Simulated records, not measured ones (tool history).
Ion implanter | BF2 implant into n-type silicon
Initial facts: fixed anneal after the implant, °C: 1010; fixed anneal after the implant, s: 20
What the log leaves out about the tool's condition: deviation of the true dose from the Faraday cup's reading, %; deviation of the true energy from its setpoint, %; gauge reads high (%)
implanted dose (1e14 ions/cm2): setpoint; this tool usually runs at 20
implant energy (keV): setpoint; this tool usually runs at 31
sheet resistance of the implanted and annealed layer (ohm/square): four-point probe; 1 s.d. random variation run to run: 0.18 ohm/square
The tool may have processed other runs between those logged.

run,hour,implanted dose (1e14 ions/cm2),implant energy (keV),wafers since the last listed run,hours since the last dose calibration,hours since the extraction supply was calibrated,hours since the gauge calibration,"read-back reference wafer on the same gauge, sheet resistance",sheet resistance of the implanted and annealed layer (ohm/square)
1,0,15.89,31,0,509.6,5312.7,161.3,118,124.83
2,12.9,20,31,372,522.5,5325.6,174.2,118.02,121.36
3,21.2,20,31,239,530.8,5333.9,182.5,117.99,121.38
4,34.8,20,31,392,544.4,5347.5,196.1,117.94,121.01
5,47.6,20,31,369,557.2,5360.3,208.9,117.96,121.33
6,59.9,20,31,354,569.5,5372.6,221.2,118.01,121.35
7,76.3,20,31,473,585.9,5389,237.6,118.02,121.21
8,83.2,20,31,199,592.8,5395.9,244.5,118,121.07
9,100.3,20,38.5,493,609.9,5413,261.6,117.99,109.4
10,116.6,20,38.5,470,626.2,5429.3,277.9,117.97,109.22
11,126.7,20,31,291,636.3,5439.4,288,117.97,121.15
12,137.3,20,31,305,646.9,5450,298.6,118,121.41
# hour 157.1: extraction supply calibrated
13,157.6,21.42,22.5,354,667.2,0.5,318.9,117.99,139.69
# hour 167.6: gauge calibrated
14,194.4,20,31,1061,704,37.3,26.8,118.01,120.95
15,203,20,31,248,712.6,45.9,35.4,117.99,121.09
# hour 241.6: Faraday cup replaced and dose calibrated
16,245.8,22.52,38.5,1004,4.2,88.7,78.2,118.01,107.68
17,257.9,21.83,22,349,16.3,100.8,90.3,118,141.33
18,267.1,20,38,265,25.5,110,99.5,118.06,109.38
19,278.9,23.13,27.5,340,37.3,121.8,111.3,117.93,126.92
20,291.8,20,36.5,372,50.2,134.7,124.2,118.02,111.93
21,300.4,20,31,248,58.8,143.3,132.8,117.95,121.39
22,316.1,23.21,20.5,453,74.5,159,148.5,117.99,144.87
23,332.7,22.89,28,478,91.1,175.6,165.1,118.03,126.2
24,343.9,24.03,41,323,102.3,186.8,176.3,117.99,103.7
25,358.1,20,38.5,409,116.5,201,190.5,118.02,109
26,371,20,39.5,372,129.4,213.9,203.4,118,107.75
27,383.6,24.26,38,363,142,226.5,216,118.03,108.04
28,400.4,20,31,484,158.8,243.3,232.8,117.98,121.4
29,434.7,22.79,21.5,989,193.1,277.6,267.1,117.99,142.36

Each row is a separate what-if for the run after 29, all from the same tool condition, not one after another. Results?
A,435.1,20,31,11,193.5,278,267.5,?,?
B,435.1,15.63,26,11,193.5,278,267.5,?,?
C,435.1,23.51,40.5,11,193.5,278,267.5,?,?

run,"read-back reference wafer on the same gauge, sheet resistance",sheet resistance of the implanted and annealed layer (ohm/square)
A,117.98,121.48
B,117.98,135.83
C,117.98,104.9
Without the tool's hidden state the same runs would have given:
run,sheet resistance of the implanted and annealed layer (ohm/square)
A,121.48
B,135.83
C,104.9
